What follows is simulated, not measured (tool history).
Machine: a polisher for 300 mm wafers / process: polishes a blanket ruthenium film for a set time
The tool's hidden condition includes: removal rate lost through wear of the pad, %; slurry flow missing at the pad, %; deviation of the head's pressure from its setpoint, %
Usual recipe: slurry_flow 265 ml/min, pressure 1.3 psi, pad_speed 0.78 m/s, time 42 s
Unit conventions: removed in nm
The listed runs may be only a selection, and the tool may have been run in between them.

run   hour  slurry_flow  pressure  pad_speed  time  wafers since the last listed run  wafers polished on this pad  hours since the slurry nozzle was cleaned  hours since the head pressure was calibrated  incoming thickness of the incoming film, nm  removed
  1    0.0          265       1.3       0.78    42                                 0                          985                                      543.2                                         625.8                                        550.4     23.5
       2.8  -- worn pad replaced by a new one
  2    6.3          265       1.3       0.78    42                                39                           39                                      549.5                                         632.1                                        552.0     25.4
  3   20.3          265       1.3       0.78    42                               160                          200                                      563.5                                         646.1                                        546.7     25.1
  4   37.7          265       1.3       0.78    42                               199                          399                                      580.9                                         663.5                                        549.0     25.6
  5   54.5          265       1.3       0.78    42                               192                          592                                      597.7                                         680.3                                        548.6     24.4
  6   61.5          265       1.3       0.78    42                                80                          672                                      604.7                                         687.3                                        552.0     23.9
  7   79.3          265       1.3       0.78    42                               204                          877                                      622.5                                         705.1                                        561.1     23.3
  8   87.8          265       1.3       0.78    42                                97                          974                                      631.0                                         713.6                                        540.7     23.5
      93.1  -- head pressure recalibrated
      95.7  -- worn pad replaced by a new one
  9  101.0          265       1.3       0.78    42                                99                           60                                      644.2                                           7.9                                        548.3     25.0
 10  108.1          265       1.3       0.78    42                                81                          142                                      651.3                                          15.0                                        554.5     25.3
 11  119.9          265       1.6       0.70    42                               135                          277                                      663.1                                          26.8                                        538.7     27.2
 12  130.4          265       1.8       0.78    42                               120                          397                                      673.6                                          37.3                                        546.3     33.3
     132.4  -- slurry nozzle cleaned
 13  138.8          265       1.5       0.78    42                                84                          482                                        6.4                                          45.7                                        548.4     28.3

For run 14, what comes out?
 14  152.2          265       1.3       0.78    42                               153                          636                                       19.8                                          59.1                                        548.3        ?

Run 14 measured removed 24.8 nm.
Had the tool carried no hidden state, the very same run would have given removed 26.0 nm.
